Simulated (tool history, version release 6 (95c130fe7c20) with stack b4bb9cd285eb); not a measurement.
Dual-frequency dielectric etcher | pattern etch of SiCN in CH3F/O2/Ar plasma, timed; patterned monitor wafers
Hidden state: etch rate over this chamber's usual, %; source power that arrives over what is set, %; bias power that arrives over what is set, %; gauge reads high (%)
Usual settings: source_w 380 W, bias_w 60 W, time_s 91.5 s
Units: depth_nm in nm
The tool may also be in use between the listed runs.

| run | hour | source_w | bias_w | time_s | wafers since the last listed run | hours since the last wet clean | hours since the last source power generator calibration | hours since the last bias power generator calibration | hours since the last upper electrode change | hours since the gauge calibration | read-back reference wafer on the same gauge, depth_nm | depth_nm |
|---|---|---|---|---|---|---|---|---|---|---|---|---|
| 1 | 0.0 | 380 | 60 | 91.5 | 0 | 383.8 | 3055.4 | 2627.2 | 4297.2 | 645.9 | 28.02 | 30.62 |
| 2 | 14.0 | 380 | 60 | 91.5 | 96 | 397.8 | 3069.4 | 2641.2 | 4311.2 | 659.9 | 28.01 | 30.60 |
| 3 | 38.8 | 380 | 60 | 91.5 | 170 | 422.6 | 3094.2 | 2666.0 | 4336.0 | 684.7 | 28.01 | 30.58 |
| 4 | 55.5 | 380 | 60 | 91.5 | 114 | 439.3 | 3110.9 | 2682.7 | 4352.7 | 701.4 | 28.00 | 30.55 |
|  | 102.0 | wet clean of the chamber |
| 5 | 102.5 | 340 | 60 | 108.5 | 158 | 0.5 | 3157.9 | 2729.7 | 4399.7 | 748.4 | 28.02 | 34.48 |
| 6 | 105.4 | 380 | 60 | 91.5 | 19 | 3.4 | 3160.8 | 2732.6 | 4402.6 | 751.3 | 28.00 | 31.23 |
| 7 | 122.6 | 380 | 60 | 91.5 | 118 | 20.6 | 3178.0 | 2749.8 | 4419.8 | 768.5 | 27.99 | 31.11 |
| 8 | 156.0 | 380 | 60 | 91.5 | 229 | 54.0 | 3211.4 | 2783.2 | 4453.2 | 801.9 | 28.02 | 31.16 |
| 9 | 188.8 | 360 | 49 | 91.5 | 225 | 86.8 | 3244.2 | 2816.0 | 4486.0 | 834.7 | 27.99 | 28.60 |
|  | 205.2 | bias power generator calibrated |
| 10 | 209.4 | 380 | 60 | 91.5 | 114 | 107.4 | 3264.8 | 4.2 | 4506.6 | 855.3 | 27.98 | 31.18 |
| 11 | 241.9 | 380 | 60 | 91.5 | 223 | 139.9 | 3297.3 | 36.7 | 4539.1 | 887.8 | 27.99 | 31.12 |
| 12 | 277.2 | 380 | 60 | 91.5 | 242 | 175.2 | 3332.6 | 72.0 | 4574.4 | 923.1 | 28.00 | 31.00 |
| 13 | 290.9 | 380 | 71 | 91.5 | 94 | 188.9 | 3346.3 | 85.7 | 4588.1 | 936.8 | 27.98 | 32.49 |
| 14 | 321.1 | 380 | 60 | 91.5 | 207 | 219.1 | 3376.5 | 115.9 | 4618.3 | 967.0 | 28.01 | 31.01 |
| 15 | 337.3 | 350 | 75 | 91.5 | 111 | 235.3 | 3392.7 | 132.1 | 4634.5 | 983.2 | 28.00 | 31.22 |
| 16 | 352.7 | 300 | 69 | 106.0 | 105 | 250.7 | 3408.1 | 147.5 | 4649.9 | 998.6 | 28.00 | 31.95 |
| 17 | 379.8 | 380 | 60 | 91.5 | 186 | 277.8 | 3435.2 | 174.6 | 4677.0 | 1025.7 | 28.01 | 30.96 |
| 18 | 414.4 | 380 | 55 | 91.5 | 237 | 312.4 | 3469.8 | 209.2 | 4711.6 | 1060.3 | 28.01 | 30.22 |
|  | 432.9 | gauge calibrated |
| 19 | 465.9 | 420 | 65 | 100.5 | 354 | 363.9 | 3521.3 | 260.7 | 4763.1 | 33.0 | 27.98 | 36.73 |
| 20 | 479.2 | 420 | 73 | 100.0 | 91 | 377.2 | 3534.6 | 274.0 | 4776.4 | 46.3 | 28.00 | 37.62 |
| 21 | 524.0 | 320 | 51 | 99.0 | 308 | 422.0 | 3579.4 | 318.8 | 4821.2 | 91.1 | 28.00 | 28.60 |
|  | 547.9 | source power generator calibrated |
|  | 553.8 | upper electrode replaced |
|  | 568.2 | wet clean of the chamber |
| 22 | 568.7 | 410 | 65 | 69.5 | 140 | 0.5 | 20.8 | 363.5 | 14.9 | 135.8 | 28.01 | 24.42 |
| 23 | 569.1 | 410 | 69 | 118.0 | 2 | 0.9 | 21.2 | 363.9 | 15.3 | 136.2 | 28.00 | 42.14 |
| 24 | 572.9 | 290 | 60 | 91.5 | 26 | 4.7 | 25.0 | 367.7 | 19.1 | 140.0 | 28.02 | 25.19 |
| 25 | 608.4 | 460 | 65 | 72.5 | 244 | 40.2 | 60.5 | 403.2 | 54.6 | 175.5 | 27.97 | 27.24 |
| 26 | 631.3 | 350 | 75 | 91.5 | 157 | 63.1 | 83.4 | 426.1 | 77.5 | 198.4 | 27.99 | 30.31 |
| 27 | 660.9 | 320 | 46 | 111.0 | 203 | 92.7 | 113.0 | 455.7 | 107.1 | 228.0 | 27.99 | 30.45 |
| 28 | 730.5 | 330 | 73 | 91.5 | 478 | 162.3 | 182.6 | 525.3 | 176.7 | 297.6 | 28.00 | 29.00 |
| 29 | 757.4 | 440 | 68 | 110.5 | 185 | 189.2 | 209.5 | 552.2 | 203.6 | 324.5 | 28.00 | 40.61 |
| 30 | 776.2 | 380 | 60 | 91.5 | 129 | 208.0 | 228.3 | 571.0 | 222.4 | 343.3 | 27.99 | 29.85 |

Hidden state at the last listed run before each entry between runs and at the first one after, where it differs:
Between runs 4 and 5: wet clean of the chamber (hour 102.0)
  etch rate over this chamber's usual, %: -1.58 -> 0.49; source power that arrives over what is set, %: 3.49 -> 3.55
  measured less the result without the state, depth_nm: +0.14 -> +0.87 nm
Between runs 9 and 10: bias power generator calibrated (hour 205.2)
  etch rate over this chamber's usual, %: 0.148 -> 0.0665; source power that arrives over what is set, %: 3.66 -> 3.69
  measured less the result without the state, depth_nm: +0.66 -> +0.69 nm
Between runs 18 and 19: gauge calibrated (hour 432.9)
  etch rate over this chamber's usual, %: -0.746 -> -0.95; source power that arrives over what is set, %: 3.95 -> 4.02
  measured less the result without the state, depth_nm: +0.47 -> +0.51 nm
Between runs 21 and 22: source power generator calibrated (hour 547.9); upper electrode replaced (hour 553.8); wet clean of the chamber (hour 568.2)
  etch rate over this chamber's usual, %: -1.18 -> -0.436; source power that arrives over what is set, %: 4.09 -> -1.13
  measured less the result without the state, depth_nm: +0.34 -> -0.28 nm
